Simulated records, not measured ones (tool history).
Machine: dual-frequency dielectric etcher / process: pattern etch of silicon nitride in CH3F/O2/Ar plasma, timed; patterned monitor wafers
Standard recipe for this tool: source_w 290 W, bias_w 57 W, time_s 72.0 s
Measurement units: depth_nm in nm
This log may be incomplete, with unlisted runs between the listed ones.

run    hour  source_w  bias_w  time_s  read-back reference wafer on the same gauge, depth_nm  depth_nm
  1     0.0       290      57    62.5                                                  38.72     39.10
  2    31.3       290      57    72.0                                                  38.69     44.98
  3    57.1       290      57    72.0                                                  38.71     45.09
  4   174.0       320      57    81.0                                                  38.67     52.80
  5   243.2       290      57    72.0                                                  38.70     44.95
  6   268.2       290      68    72.0                                                  38.69     49.68
  7   295.7       290      68    72.0                                                  38.72     49.55
  8   347.2       290      68    72.0                                                  38.70     49.47
  9   387.7       290      57    72.0                                                  38.72     45.19
 10   575.4       320      66    53.0                                                  38.69     37.45
 11   633.7       240      70    72.0                                                  38.73     46.21
 12   724.8       290      52    65.0                                                  38.72     38.80
 13   741.1       240      64    88.5                                                  38.72     54.57
 14   786.3       290      52    65.0                                                  38.70     38.70
 15   840.2       260      49    85.5                                                  38.70     47.21
 16   870.5       290      57    52.0                                                  38.73     32.59
 17   911.6       240      57    72.0                                                  38.71     41.73
 18   958.2       350      57    72.0                                                  38.69     48.98
 19   991.7       220      57    58.0                                                  38.68     32.18
 20  1044.8       290      57    62.5                                                  38.70     39.11
 21  1094.8       290      65    72.0                                                  38.68     48.47
 22  1157.9       290      62    78.0                                                  38.73     51.18
 23  1183.1       290      57    72.0                                                  38.70     45.08
 24  1222.1       290      57    72.0                                                  38.70     45.19
 25  1282.4       290      57    87.0                                                  38.68     54.45
 26  1447.6       290      57    72.0                                                  38.71     45.22
 27  1545.6       290      46    72.0                                                  38.69     40.02
 28  1597.9       290      46    72.0                                                  38.73     39.91
 29  1650.8       330      57    57.5                                                  38.68     38.20
 30  1699.3       360      66    92.0                                                  38.68     68.03

Taken out of this log: 8 entries between the listed runs. Where each belongs, and how the hidden state differs across it:
In the gap between runs 3 and 4: wet clean of the chamber (hour 143.9)
  no hidden state differs between the two runs
In the gap between runs 9 and 10: gauge calibrated (hour 560.7)
  no hidden state differs between the two runs
In the gap between runs 11 and 12: bias power generator calibrated (hour 665.1); wet clean of the chamber (hour 699.8); upper electrode replaced (hour 724.3)
  no hidden state differs between the two runs
In the gap between runs 13 and 14: source power generator calibrated (hour 783.6)
  no hidden state differs between the two runs
In the gap between runs 21 and 22: wet clean of the chamber (hour 1157.4)
  no hidden state differs between the two runs
In the gap between runs 27 and 28: wet clean of the chamber (hour 1597.4)
  no hidden state differs between the two runs
